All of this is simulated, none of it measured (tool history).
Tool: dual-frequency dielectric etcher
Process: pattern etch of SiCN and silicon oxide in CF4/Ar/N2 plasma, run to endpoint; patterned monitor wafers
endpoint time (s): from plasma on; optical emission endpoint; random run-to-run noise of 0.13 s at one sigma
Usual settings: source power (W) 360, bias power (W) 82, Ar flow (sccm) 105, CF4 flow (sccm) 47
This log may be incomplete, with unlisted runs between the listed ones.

run	day	source power (W)	bias power (W)	Ar flow (sccm)	CF4 flow (sccm)	wafers since the last listed run	hours since the last wet clean	hours since the last source power generator calibration	hours since the last bias power generator calibration	hours since the last Ar flow controller change	hours since the last CF4 flow controller change	hours since the last upper electrode change	incoming incoming film thickness, nm	endpoint time (s)
1	0	360	82	105	47	0	378.9	3111.2	3322.5	1311.9	3774.8	3305	9.36	15.7
2	0.608	360	82	105	47	224	393.5	3125.8	3337.1	1326.5	3789.4	3319.6	9.43	15.9
# day 2.004: wet clean of the chamber
# day 2.004: CF4 flow controller replaced
3	2.025	300	82	118	47	153	0.5	3159.8	3371.1	1360.5	0.5	3353.6	9.41	18.6
# day 4: upper electrode replaced
4	4.021	300	82	118	47	366	48.4	3207.7	3419	1408.4	48.4	0.5	9.44	19.3
5	4.038	300	82	118	47	6	48.8	3208.1	3419.4	1408.8	48.8	0.9	9.42	19
6	4.771	360	82	105	56	270	66.4	3225.7	3437	1426.4	66.4	18.5	9.46	14.9
7	5.288	290	82	121	47	190	78.8	3238.1	3449.4	1438.8	78.8	30.9	9.38	19.7
8	6.462	360	82	105	47	432	107	3266.3	3477.6	1467	107	59.1	9.4	15.2
9	7.167	290	82	105	47	259	123.9	3283.2	3494.5	1483.9	123.9	76	9.33	19.2
10	8.612	360	82	86	47	532	158.6	3317.9	3529.2	1518.6	158.6	110.7	9.34	14.7
11	9.575	360	82	105	47	354	181.7	3341	3552.3	1541.7	181.7	133.8	9.36	15.2
# day 10.758: bias power generator calibrated
12	10.779	340	66	117	47	382	210.6	3369.9	0.5	1570.6	210.6	162.7	9.39	18.7
13	12.029	400	74	105	47	460	240.6	3399.9	30.5	1600.6	240.6	192.7	9.37	14.7
# day 12.908: Ar flow controller replaced
14	12.929	360	82	105	47	239	262.2	3421.5	52.1	0.5	262.2	214.3	9.37	15.6
15	13.954	360	74	81	57	377	286.8	3446.1	76.7	25.1	286.8	238.9	9.43	15.1
16	14.612	340	82	126	47	242	302.6	3461.9	92.5	40.9	302.6	254.7	9.41	16.9
# day 14.854: source power generator calibrated
17	15.629	360	82	105	47	313	327	18.6	116.9	65.3	327	279.1	9.35	15.5
18	16.967	280	82	82	47	492	359.1	50.7	149	97.4	359.1	311.2	9.41	20.1

Run 19 comes next. What will it give?
19	18.042	360	92	85	47	395	384.9	76.5	174.8	123.2	384.9	337	9.37	?

{"run 19": {"endpoint time (s)": 14.5}}
Had the tool carried no hidden state, the very same run would have given endpoint time (s) 13.8.

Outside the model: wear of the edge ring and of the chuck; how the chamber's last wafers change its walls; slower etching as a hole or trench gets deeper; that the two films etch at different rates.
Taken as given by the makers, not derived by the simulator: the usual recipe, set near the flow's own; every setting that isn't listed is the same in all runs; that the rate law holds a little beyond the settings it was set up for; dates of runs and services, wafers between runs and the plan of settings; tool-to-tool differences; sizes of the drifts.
